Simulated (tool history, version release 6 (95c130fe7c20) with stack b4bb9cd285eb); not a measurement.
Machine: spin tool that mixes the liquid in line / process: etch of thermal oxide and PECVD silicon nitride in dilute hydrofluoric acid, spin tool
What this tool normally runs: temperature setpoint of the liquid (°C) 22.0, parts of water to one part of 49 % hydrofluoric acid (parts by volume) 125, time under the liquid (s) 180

run     day  temperature setpoint of the liquid (°C)  parts of water to one part of 49 % hydrofluoric acid (parts by volume)  time under the liquid (s)  read-back film thickness of the thermal oxide reference wafer, read on the same gauge (nm)  read-back film thickness of the PECVD silicon nitride reference wafer, read on the same gauge (nm)  thickness taken off the thermal oxide on a monitor wafer (Å)  thickness taken off the PECVD silicon nitride on a monitor wafer (Å)
  1   0.000                                     22.0                                                                     125                        245                                                                                       70.01                                                                                              49.996                                                          76.7                                                                 46.29
  2   0.825                                     22.0                                                                     125                        245                                                                                       70.00                                                                                              50.000                                                          77.0                                                                 46.92
  3   1.883                                     22.0                                                                     125                        245                                                                                       69.96                                                                                              49.997                                                          77.3                                                                 46.51
  4   2.646                                     22.0                                                                     125                        250                                                                                       70.00                                                                                              49.980                                                          78.1                                                                 48.00
  5   3.883                                     22.0                                                                     125                        180                                                                                       69.99                                                                                              50.017                                                          56.2                                                                 34.04
  6   5.338                                     22.0                                                                     125                        180                                                                                       70.00                                                                                              49.994                                                          55.4                                                                 33.89
  7   6.004                                     22.0                                                                     125                        180                                                                                       70.00                                                                                              49.995                                                          56.2                                                                 34.05
      6.233  -- hydrofluoric acid flow meter replaced
      6.350  -- gauge calibrated
  8   7.162                                     25.0                                                                     125                        180                                                                                       69.97                                                                                              50.002                                                          72.5                                                                 46.26
  9   7.771                                     22.0                                                                      70                        210                                                                                       70.01                                                                                              50.003                                                         141.8                                                                 78.15
 10   9.142                                     22.0                                                                     125                        245                                                                                       70.00                                                                                              50.028                                                          87.1                                                                 51.77
 11   9.750                                     27.0                                                                     125                        180                                                                                       70.01                                                                                              49.996                                                          77.5                                                                 52.50
 12  10.717                                     20.0                                                                     125                        235                                                                                       70.01                                                                                              50.004                                                          77.3                                                                 43.52
     11.700  -- thermometer replaced
 13  12.042                                     19.5                                                                      80                        275                                                                                       69.99                                                                                              50.020                                                         145.3                                                                 75.22

Expected results for the next run?
 14  13.467                                     26.5                                                                     160                        180                                                                                           ?                                                                                                   ?                                                             ?                                                                     ?

Run 14 gave read-back film thickness of the thermal oxide reference wafer, read on the same gauge (nm) 70.00, read-back film thickness of the PECVD silicon nitride reference wafer, read on the same gauge (nm) 50.001, thickness taken off the thermal oxide on a monitor wafer (Å) 56.2, thickness taken off the PECVD silicon nitride on a monitor wafer (Å) 39.21.
With the hidden condition absent and the run-to-run variation left alone, this run would have shown thickness taken off the thermal oxide on a monitor wafer (Å) 56.9, thickness taken off the PECVD silicon nitride on a monitor wafer (Å) 39.62.
